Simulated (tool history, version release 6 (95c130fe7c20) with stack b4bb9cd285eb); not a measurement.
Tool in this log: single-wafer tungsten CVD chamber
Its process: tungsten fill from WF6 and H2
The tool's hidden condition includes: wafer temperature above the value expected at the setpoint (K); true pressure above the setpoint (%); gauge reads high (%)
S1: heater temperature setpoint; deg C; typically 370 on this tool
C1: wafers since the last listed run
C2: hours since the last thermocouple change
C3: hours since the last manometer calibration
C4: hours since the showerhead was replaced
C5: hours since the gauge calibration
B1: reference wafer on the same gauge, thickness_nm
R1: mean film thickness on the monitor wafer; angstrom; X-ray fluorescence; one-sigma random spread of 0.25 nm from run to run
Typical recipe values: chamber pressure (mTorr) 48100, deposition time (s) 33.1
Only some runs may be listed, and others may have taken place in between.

{"run": 1, "hour": 0.0, "S1": 370, "chamber pressure (mTorr)": 48100, "deposition time (s)": 33.1, "C1": 0, "C2": 430.8, "C3": 1332.5, "C4": 2603.0, "C5": 1346.2, "B1": 63.348, "R1": 638.24}
{"hour": 19.3, "done": "capacitance manometer re-zeroed and calibrated"}
{"run": 2, "hour": 95.6, "S1": 370, "chamber pressure (mTorr)": 48100, "deposition time (s)": 33.1, "C1": 1934, "C2": 526.4, "C3": 76.3, "C4": 2698.6, "C5": 1441.8, "B1": 63.392, "R1": 650.66}
{"run": 3, "hour": 190.4, "S1": 370, "chamber pressure (mTorr)": 48100, "deposition time (s)": 33.1, "C1": 2093, "C2": 621.2, "C3": 171.1, "C4": 2793.4, "C5": 1536.6, "B1": 63.335, "R1": 651.27}
{"run": 4, "hour": 260.3, "S1": 370, "chamber pressure (mTorr)": 48100, "deposition time (s)": 33.1, "C1": 1543, "C2": 691.1, "C3": 241.0, "C4": 2863.3, "C5": 1606.5, "B1": 63.423, "R1": 645.46}
{"run": 5, "hour": 323.3, "S1": 370, "chamber pressure (mTorr)": 48100, "deposition time (s)": 33.1, "C1": 1391, "C2": 754.1, "C3": 304.0, "C4": 2926.3, "C5": 1669.5, "B1": 63.382, "R1": 654.74}
{"run": 6, "hour": 384.1, "S1": 370, "chamber pressure (mTorr)": 48100, "deposition time (s)": 33.1, "C1": 1342, "C2": 814.9, "C3": 364.8, "C4": 2987.1, "C5": 1730.3, "B1": 63.373, "R1": 650.29}
{"run": 7, "hour": 488.6, "S1": 370, "chamber pressure (mTorr)": 48100, "deposition time (s)": 33.1, "C1": 2308, "C2": 919.4, "C3": 469.3, "C4": 3091.6, "C5": 1834.8, "B1": 63.441, "R1": 647.76}
{"run": 8, "hour": 554.5, "S1": 370, "chamber pressure (mTorr)": 48100, "deposition time (s)": 33.1, "C1": 1455, "C2": 985.3, "C3": 535.2, "C4": 3157.5, "C5": 1900.7, "B1": 63.491, "R1": 652.07}
{"run": 9, "hour": 656.5, "S1": 378, "chamber pressure (mTorr)": 48100, "deposition time (s)": 33.1, "C1": 2253, "C2": 1087.3, "C3": 637.2, "C4": 3259.5, "C5": 2002.7, "B1": 63.409, "R1": 783.63}
{"run": 10, "hour": 693.2, "S1": 378, "chamber pressure (mTorr)": 48100, "deposition time (s)": 33.1, "C1": 810, "C2": 1124.0, "C3": 673.9, "C4": 3296.2, "C5": 2039.4, "B1": 63.423, "R1": 780.42}
{"hour": 751.2, "done": "thermocouple changed; heater temperature recalibrated"}
{"run": 11, "hour": 751.7, "S1": 370, "chamber pressure (mTorr)": 48100, "deposition time (s)": 33.1, "C1": 1115, "C2": 0.5, "C3": 732.4, "C4": 3354.7, "C5": 2097.9, "B1": 63.434, "R1": 650.81}
{"run": 12, "hour": 837.4, "S1": 370, "chamber pressure (mTorr)": 48100, "deposition time (s)": 33.1, "C1": 1892, "C2": 86.2, "C3": 818.1, "C4": 3440.4, "C5": 2183.6, "B1": 63.344, "R1": 641.28}
{"run": 13, "hour": 933.8, "S1": 370, "chamber pressure (mTorr)": 48100, "deposition time (s)": 33.1, "C1": 2129, "C2": 182.6, "C3": 914.5, "C4": 3536.8, "C5": 2280.0, "B1": 63.407, "R1": 643.1}
{"hour": 935.2, "done": "gauge calibrated"}
{"run": 14, "hour": 1011.4, "S1": 370, "chamber pressure (mTorr)": 36200, "deposition time (s)": 36.7, "C1": 1714, "C2": 260.2, "C3": 992.1, "C4": 3614.4, "C5": 76.2, "B1": 63.339, "R1": 615.83}
{"hour": 1053.7, "done": "showerhead replaced, of another model than before"}
{"run": 15, "hour": 1114.5, "S1": 370, "chamber pressure (mTorr)": 48100, "deposition time (s)": 33.1, "C1": 2100, "C2": 363.3, "C3": 1095.2, "C4": 60.8, "C5": 179.3, "B1": 63.389, "R1": 649.9}
{"run": 16, "hour": 1178.2, "S1": 378, "chamber pressure (mTorr)": 48100, "deposition time (s)": 35.4, "C1": 1407, "C2": 427.0, "C3": 1158.9, "C4": 124.5, "C5": 243.0, "B1": 63.383, "R1": 828.44}
{"run": 17, "hour": 1235.3, "S1": 359, "chamber pressure (mTorr)": 48100, "deposition time (s)": 33.1, "C1": 1261, "C2": 484.1, "C3": 1216.0, "C4": 181.6, "C5": 300.1, "B1": 63.41, "R1": 491.98}
{"run": 18, "hour": 1278.3, "S1": 365, "chamber pressure (mTorr)": 48100, "deposition time (s)": 38.6, "C1": 949, "C2": 527.1, "C3": 1259.0, "C4": 224.6, "C5": 343.1, "B1": 63.435, "R1": 664.16}
{"run": 19, "hour": 1321.5, "S1": 360, "chamber pressure (mTorr)": 39800, "deposition time (s)": 36.4, "C1": 954, "C2": 570.3, "C3": 1302.2, "C4": 267.8, "C5": 386.3, "B1": 63.421, "R1": 526.57}
{"run": 20, "hour": 1398.7, "S1": 370, "chamber pressure (mTorr)": 48100, "deposition time (s)": 33.1, "C1": 1705, "C2": 647.5, "C3": 1379.4, "C4": 345.0, "C5": 463.5, "B1": 63.373, "R1": 640.33}
{"hour": 1576.2, "done": "capacitance manometer re-zeroed and calibrated"}
{"run": 21, "hour": 1658.3, "S1": 376, "chamber pressure (mTorr)": 48100, "deposition time (s)": 33.1, "C1": 5557, "C2": 907.1, "C3": 82.1, "C4": 604.6, "C5": 723.1, "B1": 63.33, "R1": 748.94}
{"run": 22, "hour": 1765.6, "S1": 375, "chamber pressure (mTorr)": 55800, "deposition time (s)": 33.1, "C1": 2370, "C2": 1014.4, "C3": 189.4, "C4": 711.9, "C5": 830.4, "B1": 63.459, "R1": 761.97}
{"run": 23, "hour": 1840.9, "S1": 384, "chamber pressure (mTorr)": 52900, "deposition time (s)": 28.6, "C1": 1663, "C2": 1089.7, "C3": 264.7, "C4": 787.2, "C5": 905.7, "B1": 63.406, "R1": 800.87}
{"hour": 1932.8, "done": "thermocouple changed; heater temperature recalibrated"}
{"run": 24, "hour": 2057.5, "S1": 378, "chamber pressure (mTorr)": 48100, "deposition time (s)": 33.1, "C1": 4607, "C2": 124.7, "C3": 481.3, "C4": 1003.8, "C5": 1122.3, "B1": 63.456, "R1": 786.16}
{"run": 25, "hour": 2094.5, "S1": 370, "chamber pressure (mTorr)": 48100, "deposition time (s)": 33.1, "C1": 817, "C2": 161.7, "C3": 518.3, "C4": 1040.8, "C5": 1159.3, "B1": 63.432, "R1": 651.27}
{"run": 26, "hour": 2196.0, "S1": 370, "chamber pressure (mTorr)": 48100, "deposition time (s)": 33.1, "C1": 2241, "C2": 263.2, "C3": 619.8, "C4": 1142.3, "C5": 1260.8, "B1": 63.374, "R1": 649.39}

Each run again, without the hidden state but with its own random variation kept:
run=1 R1=650.21
run=2 R1=649.91
run=3 R1=650.67
run=4 R1=645.06
run=5 R1=654.57
run=6 R1=650.39
run=7 R1=648.44
run=8 R1=653.19
run=9 R1=785.95
run=10 R1=783.13
run=11 R1=653.62
run=12 R1=644.94
run=13 R1=647.90
run=14 R1=621.57
run=15 R1=654.13
run=16 R1=834.56
run=17 R1=496.02
run=18 R1=670.05
run=19 R1=531.67
run=20 R1=647.26
run=21 R1=749.05
run=22 R1=762.20
run=23 R1=801.27
run=24 R1=787.33
run=25 R1=652.39
run=26 R1=650.95

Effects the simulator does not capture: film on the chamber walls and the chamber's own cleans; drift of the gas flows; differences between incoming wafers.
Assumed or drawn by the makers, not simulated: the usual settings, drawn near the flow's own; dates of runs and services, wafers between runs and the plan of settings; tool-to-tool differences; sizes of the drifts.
